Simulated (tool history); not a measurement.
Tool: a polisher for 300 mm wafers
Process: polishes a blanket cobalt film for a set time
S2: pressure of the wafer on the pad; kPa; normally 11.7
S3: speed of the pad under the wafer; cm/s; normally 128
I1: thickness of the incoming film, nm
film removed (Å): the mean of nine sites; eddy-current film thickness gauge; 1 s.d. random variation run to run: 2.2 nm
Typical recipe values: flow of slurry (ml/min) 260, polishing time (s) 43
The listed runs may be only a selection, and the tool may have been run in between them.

run 1 day=0.000 | flow_of_slurry_(ml/min)=260 S2=11.7 S3=128 polishing_time_(s)=43 | I1=667.1 | film_removed_(Å)=2294
run 2 day=1.125 | flow_of_slurry_(ml/min)=315 S2=11.7 S3=128 polishing_time_(s)=43 | I1=662.4 | film_removed_(Å)=2256
-- day=1.675 slurry nozzle cleaned
-- day=1.812 worn pad replaced by a new one
run 3 day=1.896 | flow_of_slurry_(ml/min)=315 S2=11.7 S3=128 polishing_time_(s)=43 | I1=681.6 | film_removed_(Å)=2487
run 4 day=2.425 | flow_of_slurry_(ml/min)=315 S2=11.7 S3=128 polishing_time_(s)=43 | I1=669.9 | film_removed_(Å)=2439
run 5 day=3.412 | flow_of_slurry_(ml/min)=260 S2=11.7 S3=128 polishing_time_(s)=43 | I1=662.4 | film_removed_(Å)=2384
-- day=6.771 worn pad replaced by a new one
run 6 day=7.488 | flow_of_slurry_(ml/min)=260 S2=11.7 S3=128 polishing_time_(s)=43 | I1=661.1 | film_removed_(Å)=2403
run 7 day=8.096 | flow_of_slurry_(ml/min)=260 S2=11.7 S3=128 polishing_time_(s)=43 | I1=669.8 | film_removed_(Å)=2358
run 8 day=9.362 | flow_of_slurry_(ml/min)=260 S2=11.7 S3=128 polishing_time_(s)=43 | I1=680.1 | film_removed_(Å)=2296
run 9 day=10.192 | flow_of_slurry_(ml/min)=260 S2=11.7 S3=128 polishing_time_(s)=43 | I1=674.3 | film_removed_(Å)=2280
-- day=10.342 slurry nozzle cleaned
-- day=10.617 worn pad replaced by a new one
run 10 day=10.712 | flow_of_slurry_(ml/min)=180 S2=13.1 S3=128 polishing_time_(s)=43 | I1=665.7 | film_removed_(Å)=2607
run 11 day=11.950 | flow_of_slurry_(ml/min)=260 S2=11.7 S3=128 polishing_time_(s)=38 | I1=672.0 | film_removed_(Å)=2115
run 12 day=13.058 | flow_of_slurry_(ml/min)=215 S2=15.2 S3=110 polishing_time_(s)=54 | I1=665.8 | film_removed_(Å)=3396
run 13 day=14.188 | flow_of_slurry_(ml/min)=180 S2=15.2 S3=128 polishing_time_(s)=34 | I1=668.2 | film_removed_(Å)=2260
-- day=14.775 worn pad replaced by a new one
run 14 day=15.383 | flow_of_slurry_(ml/min)=205 S2=8.3 S3=100 polishing_time_(s)=51 | I1=671.6 | film_removed_(Å)=1731
run 15 day=16.871 | flow_of_slurry_(ml/min)=260 S2=11.7 S3=128 polishing_time_(s)=43 | I1=666.3 | film_removed_(Å)=2330
-- day=17.542 head pressure recalibrated
-- day=19.129 slurry nozzle cleaned
-- day=19.271 worn pad replaced by a new one
run 16 day=19.312 | flow_of_slurry_(ml/min)=315 S2=11.7 S3=128 polishing_time_(s)=43 | I1=656.9 | film_removed_(Å)=2516
run 17 day=21.238 | flow_of_slurry_(ml/min)=260 S2=9.0 S3=128 polishing_time_(s)=43 | I1=669.1 | film_removed_(Å)=1791
run 18 day=22.267 | flow_of_slurry_(ml/min)=295 S2=10.3 S3=128 polishing_time_(s)=43 | I1=661.9 | film_removed_(Å)=2039

What if the next run were any one of these 4? Each begins from the tool's condition after run 18:
run A day=22.283 | flow_of_slurry_(ml/min)=260 S2=11.7 S3=128 polishing_time_(s)=43 | I1=669.1 | film_removed_(Å)=?
run B day=22.283 | flow_of_slurry_(ml/min)=260 S2=11.7 S3=112 polishing_time_(s)=43 | I1=669.1 | film_removed_(Å)=?
run C day=22.283 | flow_of_slurry_(ml/min)=260 S2=11.7 S3=92 polishing_time_(s)=30 | I1=669.1 | film_removed_(Å)=?
run D day=22.283 | flow_of_slurry_(ml/min)=185 S2=11.7 S3=162 polishing_time_(s)=53 | I1=669.1 | film_removed_(Å)=?

run=A film_removed_(Å)=2286
run=B film_removed_(Å)=2114
run=C film_removed_(Å)=1326
run=D film_removed_(Å)=3177
With no hidden state in the tool, these same runs would have given:
run=A film_removed_(Å)=2449
run=B film_removed_(Å)=2266
run=C film_removed_(Å)=1421
run=D film_removed_(Å)=3405
